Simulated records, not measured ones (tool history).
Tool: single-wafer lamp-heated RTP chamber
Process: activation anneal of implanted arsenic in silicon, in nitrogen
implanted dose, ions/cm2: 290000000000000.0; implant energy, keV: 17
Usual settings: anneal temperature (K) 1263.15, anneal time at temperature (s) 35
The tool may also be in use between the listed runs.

run    hour  anneal temperature (K)  anneal time at temperature (s)  read-back reference wafer on the same gauge, sheet resistance  sheet resistance of the implanted and annealed layer (ohm/square)
  1     0.0                 1263.15                              35                                                         261.03                                                             318.25
  2    32.6                 1263.15                              35                                                         261.05                                                             318.29
  3    93.2                 1263.15                              35                                                         261.08                                                             317.77
      104.1  -- reflector plate cleaned
  4   149.5                 1263.15                              35                                                         261.04                                                             317.58
  5   194.3                 1263.15                              35                                                         260.96                                                             318.01
  6   242.8                 1263.15                              42                                                         261.11                                                             315.99
  7   276.5                 1263.15                              42                                                         261.03                                                             316.26
  8   319.7                 1263.15                              42                                                         261.01                                                             315.99
  9   380.5                 1263.15                              26                                                         261.09                                                             318.45
      394.5  -- pyrometer window cleaned and pyrometer calibrated
 10   440.9                 1263.15                              35                                                         260.98                                                             318.29
 11   465.4                 1263.15                              35                                                         261.10                                                             318.82
 12   499.3                 1263.15                              35                                                         261.05                                                             318.90
 13   564.6                 1263.15                              35                                                         260.93                                                             318.95
      621.3  -- gauge calibrated
 14   626.1                 1245.15                              40                                                         260.96                                                             319.56
      675.6  -- reflector plate cleaned
 15   676.1                 1263.15                              35                                                         260.96                                                             318.34
 16   729.9                 1263.15                              35                                                         261.08                                                             317.51
 17   769.8                 1274.15                              35                                                         260.83                                                             316.63
 18   800.9                 1246.15                              26                                                         260.90                                                             321.01
 19   854.9                 1284.15                              53                                                         261.15                                                             309.77
 20   908.5                 1282.15                              35                                                         261.12                                                             314.04
 21   932.9                 1263.15                              35                                                         260.95                                                             317.73
 22   974.8                 1263.15                              35                                                         261.13                                                             317.69
 23  1028.7                 1243.15                              18                                                         260.91                                                             323.51
 24  1069.6                 1273.15                              16                                                         261.08                                                             320.33
 25  1135.1                 1289.15                              41                                                         261.00                                                             310.19
     1164.7  -- pyrometer window cleaned and pyrometer calibrated
 26  1202.8                 1285.15                              16                                                         261.06                                                             319.96
 27  1229.0                 1285.15                              16                                                         260.95                                                             319.52
 28  1265.4                 1263.15                              27                                                         261.10                                                             319.85
 29  1325.3                 1263.15                              35                                                         260.91                                                             319.41
     1334.0  -- reflector plate cleaned
 30  1396.1                 1263.15                              35                                                         261.04                                                             318.48
 31  1533.2                 1243.15                              18                                                         260.84                                                             324.08

The next listed run, before its measurement:
 32  1563.7                 1236.15                              55                                                              ?                                                                  ?

{"run 32": {"read-back reference wafer on the same gauge, sheet resistance": 261.06, "sheet resistance of the implanted and annealed layer (ohm/square)": 318.96}}
Without the tool's hidden state the same run would have given sheet resistance of the implanted and annealed layer (ohm/square) 320.10.

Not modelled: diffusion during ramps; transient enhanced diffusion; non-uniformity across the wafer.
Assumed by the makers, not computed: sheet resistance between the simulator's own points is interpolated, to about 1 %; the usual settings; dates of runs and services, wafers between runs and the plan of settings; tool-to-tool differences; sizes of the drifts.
